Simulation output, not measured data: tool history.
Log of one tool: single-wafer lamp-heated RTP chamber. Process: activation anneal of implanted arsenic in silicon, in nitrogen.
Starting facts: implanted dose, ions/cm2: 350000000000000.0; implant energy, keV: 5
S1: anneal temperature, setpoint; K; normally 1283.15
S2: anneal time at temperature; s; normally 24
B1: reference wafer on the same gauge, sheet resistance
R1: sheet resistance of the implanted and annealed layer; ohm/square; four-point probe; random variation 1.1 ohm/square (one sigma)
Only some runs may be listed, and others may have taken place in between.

{"run": 1, "day": 0.0, "S1": 1283.15, "S2": 13, "B1": 311.27, "R1": 313.45}
{"run": 2, "day": 1.004, "S1": 1283.15, "S2": 13, "B1": 311.33, "R1": 311.55}
{"run": 3, "day": 3.058, "S1": 1283.15, "S2": 13, "B1": 311.3, "R1": 310.65}
{"run": 4, "day": 5.0, "S1": 1283.15, "S2": 24, "B1": 311.1, "R1": 297.71}
{"run": 5, "day": 6.275, "S1": 1283.15, "S2": 24, "B1": 311.04, "R1": 297.88}
{"run": 6, "day": 7.808, "S1": 1283.15, "S2": 24, "B1": 310.46, "R1": 298.02}
{"run": 7, "day": 9.575, "S1": 1283.15, "S2": 24, "B1": 310.97, "R1": 297.48}
{"run": 8, "day": 11.496, "S1": 1283.15, "S2": 24, "B1": 311.12, "R1": 296.91}
{"day": 12.854, "done": "pyrometer window cleaned and pyrometer calibrated"}
{"run": 9, "day": 14.15, "S1": 1283.15, "S2": 24, "B1": 311.01, "R1": 295.43}
{"run": 10, "day": 15.667, "S1": 1283.15, "S2": 24, "B1": 311.2, "R1": 295.51}
{"day": 16.683, "done": "reflector plate cleaned"}
{"run": 11, "day": 16.712, "S1": 1283.15, "S2": 24, "B1": 310.69, "R1": 299.91}
{"run": 12, "day": 18.042, "S1": 1283.15, "S2": 24, "B1": 311.11, "R1": 300.66}
{"run": 13, "day": 20.304, "S1": 1283.15, "S2": 24, "B1": 310.96, "R1": 300.23}
{"run": 14, "day": 21.954, "S1": 1283.15, "S2": 24, "B1": 310.61, "R1": 297.7}
{"day": 22.167, "done": "gauge calibrated"}
{"run": 15, "day": 23.046, "S1": 1283.15, "S2": 15, "B1": 311.11, "R1": 306.24}
{"run": 16, "day": 25.992, "S1": 1283.15, "S2": 16, "B1": 310.65, "R1": 307.75}
{"run": 17, "day": 27.704, "S1": 1263.15, "S2": 14, "B1": 310.51, "R1": 317.78}
{"run": 18, "day": 30.275, "S1": 1283.15, "S2": 24, "B1": 310.9, "R1": 298.16}
{"day": 31.75, "done": "pyrometer window cleaned and pyrometer calibrated"}
{"run": 19, "day": 32.888, "S1": 1295.15, "S2": 38, "B1": 310.73, "R1": 282.06}
{"day": 35.183, "done": "reflector plate cleaned"}
{"run": 20, "day": 35.525, "S1": 1270.15, "S2": 35, "B1": 311.4, "R1": 296.76}
{"run": 21, "day": 38.383, "S1": 1283.15, "S2": 24, "B1": 311.37, "R1": 296.85}
{"run": 22, "day": 40.45, "S1": 1311.15, "S2": 17, "B1": 311.08, "R1": 291.6}
{"run": 23, "day": 43.196, "S1": 1293.15, "S2": 24, "B1": 311.2, "R1": 290.22}
{"run": 24, "day": 45.133, "S1": 1302.15, "S2": 10, "B1": 311.02, "R1": 308.05}
{"run": 25, "day": 47.158, "S1": 1283.15, "S2": 24, "B1": 310.74, "R1": 297.35}
{"run": 26, "day": 50.033, "S1": 1283.15, "S2": 17, "B1": 310.98, "R1": 303.36}
{"day": 51.988, "done": "reflector plate cleaned"}
{"run": 27, "day": 52.429, "S1": 1273.15, "S2": 16, "B1": 311.3, "R1": 312.25}
{"day": 53.033, "done": "pyrometer window cleaned and pyrometer calibrated"}
{"run": 28, "day": 55.096, "S1": 1283.15, "S2": 34, "B1": 311.2, "R1": 290.34}
{"run": 29, "day": 56.554, "S1": 1283.15, "S2": 24, "B1": 310.81, "R1": 297.75}
{"run": 30, "day": 59.304, "S1": 1309.15, "S2": 24, "B1": 310.93, "R1": 287.29}
{"run": 31, "day": 61.733, "S1": 1283.15, "S2": 24, "B1": 310.9, "R1": 296.95}
{"run": 32, "day": 64.079, "S1": 1255.15, "S2": 24, "B1": 310.98, "R1": 309.48}
{"run": 33, "day": 65.458, "S1": 1308.15, "S2": 32, "B1": 311.26, "R1": 278.94}
{"run": 34, "day": 68.138, "S1": 1309.15, "S2": 36, "B1": 310.77, "R1": 277.45}
{"day": 69.346, "done": "reflector plate cleaned"}
{"run": 35, "day": 70.012, "S1": 1258.15, "S2": 30, "B1": 310.71, "R1": 304.88}
{"run": 36, "day": 71.721, "S1": 1295.15, "S2": 24, "B1": 311.16, "R1": 291.15}

Each row is a separate what-if for the run after 36, all from the same tool condition, not one after another. Results?
{"run": "A", "day": 71.738, "S1": 1283.15, "S2": 24, "B1": "?", "R1": "?"}
{"run": "B", "day": 71.738, "S1": 1304.15, "S2": 10, "B1": "?", "R1": "?"}
{"run": "C", "day": 71.738, "S1": 1283.15, "S2": 12, "B1": "?", "R1": "?"}
{"run": "D", "day": 71.738, "S1": 1293.15, "S2": 19, "B1": "?", "R1": "?"}

run=A B1=310.94 R1=299.09
run=B B1=310.94 R1=307.03
run=C B1=310.94 R1=312.95
run=D B1=310.94 R1=299.11
The same runs, with their run-to-run variation unchanged, on a tool lacking any hidden condition would have given:
run=A R1=300.87
run=B R1=308.74
run=C R1=314.76
run=D R1=300.89
